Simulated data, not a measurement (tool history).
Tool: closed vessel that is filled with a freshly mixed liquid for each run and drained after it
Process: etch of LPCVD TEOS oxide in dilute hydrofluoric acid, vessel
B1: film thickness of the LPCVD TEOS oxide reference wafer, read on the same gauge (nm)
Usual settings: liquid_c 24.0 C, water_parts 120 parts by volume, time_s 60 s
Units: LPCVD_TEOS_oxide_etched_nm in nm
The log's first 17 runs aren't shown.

Run 18, day 53.983: usual settings but liquid_c 26.5 C, water_parts 140 parts by volume, time_s 85 s; B1 94.00. Result: LPCVD_TEOS_oxide_etched_nm 21.95 nm.
Run 19, day 56.275: usual settings but liquid_c 28.0 C, water_parts 160 parts by volume, time_s 40 s; B1 93.98. Result: LPCVD_TEOS_oxide_etched_nm 9.45 nm.
Run 20, day 58.479: usual settings; B1 94.04. Result: LPCVD_TEOS_oxide_etched_nm 17.19 nm.
Run 21, day 60.254: usual settings but liquid_c 26.0 C, water_parts 140 parts by volume; B1 94.00. Result: LPCVD_TEOS_oxide_etched_nm 15.39 nm.
Run 22, day 63.912: usual settings but liquid_c 20.5 C, water_parts 145 parts by volume; B1 94.02. Result: LPCVD_TEOS_oxide_etched_nm 11.82 nm.
Run 23, day 68.108: usual settings but liquid_c 19.0 C, water_parts 65 parts by volume, time_s 45 s; B1 94.11. Result: LPCVD_TEOS_oxide_etched_nm 20.53 nm.
Run 24, day 78.896: usual settings but liquid_c 28.0 C, water_parts 90 parts by volume, time_s 50 s; B1 94.16. Result: LPCVD_TEOS_oxide_etched_nm 23.03 nm.
Run 25, day 82.800: usual settings; B1 94.17. Result: LPCVD_TEOS_oxide_etched_nm 17.14 nm.
Run 26, day 85.575: usual settings; B1 94.15. Result: LPCVD_TEOS_oxide_etched_nm 17.13 nm.
Run 27, day 87.588: usual settings but water_parts 70 parts by volume, time_s 85 s; B1 94.11. Result: LPCVD_TEOS_oxide_etched_nm 43.49 nm.
At day 89.804: gauge calibrated.
At day 90.121: hydrofluoric acid flow meter replaced.
Run 28, day 90.662: usual settings but liquid_c 28.0 C, time_s 95 s; B1 90.34. Result: LPCVD_TEOS_oxide_etched_nm 30.10 nm.
At day 90.900: thermometer replaced.
Run 29, day 93.008: usual settings but liquid_c 26.0 C; B1 90.53. Result: LPCVD_TEOS_oxide_etched_nm 17.40 nm.
Run 30, day 96.425: usual settings but liquid_c 28.5 C, water_parts 95 parts by volume; B1 90.82. Result: LPCVD_TEOS_oxide_etched_nm 25.26 nm.
Run 31, day 106.921: usual settings but liquid_c 20.0 C, water_parts 85 parts by volume, time_s 90 s; B1 91.54. Result: LPCVD_TEOS_oxide_etched_nm 31.24 nm.
Run 32, day 111.079: usual settings but liquid_c 21.5 C, time_s 30 s; B1 91.78. Result: LPCVD_TEOS_oxide_etched_nm 7.53 nm.
Run 33, day 114.321: usual settings but water_parts 155 parts by volume, time_s 85 s; B1 91.95. Result: LPCVD_TEOS_oxide_etched_nm 17.47 nm.
Run 34, day 116.612: usual settings but liquid_c 22.0 C, time_s 95 s; B1 92.04. Result: LPCVD_TEOS_oxide_etched_nm 24.75 nm.

3 ways to go on from here, each from the tool as it stands after run 34. What would each give?
Run A, day 116.642: usual settings; B1 ?. Result: LPCVD_TEOS_oxide_etched_nm ?.
Run B, day 116.642: usual settings but water_parts 180 parts by volume, time_s 90 s; B1 ?. Result: LPCVD_TEOS_oxide_etched_nm ?.
Run C, day 116.642: usual settings but liquid_c 27.0 C, water_parts 65 parts by volume, time_s 50 s; B1 ?. Result: LPCVD_TEOS_oxide_etched_nm ?.

run     B1  LPCVD_TEOS_oxide_etched_nm
  A  92.05                       16.73
  B  92.05                       15.62
  C  92.05                       31.08
Without the tool's hidden state the same runs would have given:
run  LPCVD_TEOS_oxide_etched_nm
  A                       16.35
  B                       15.27
  C                       30.39

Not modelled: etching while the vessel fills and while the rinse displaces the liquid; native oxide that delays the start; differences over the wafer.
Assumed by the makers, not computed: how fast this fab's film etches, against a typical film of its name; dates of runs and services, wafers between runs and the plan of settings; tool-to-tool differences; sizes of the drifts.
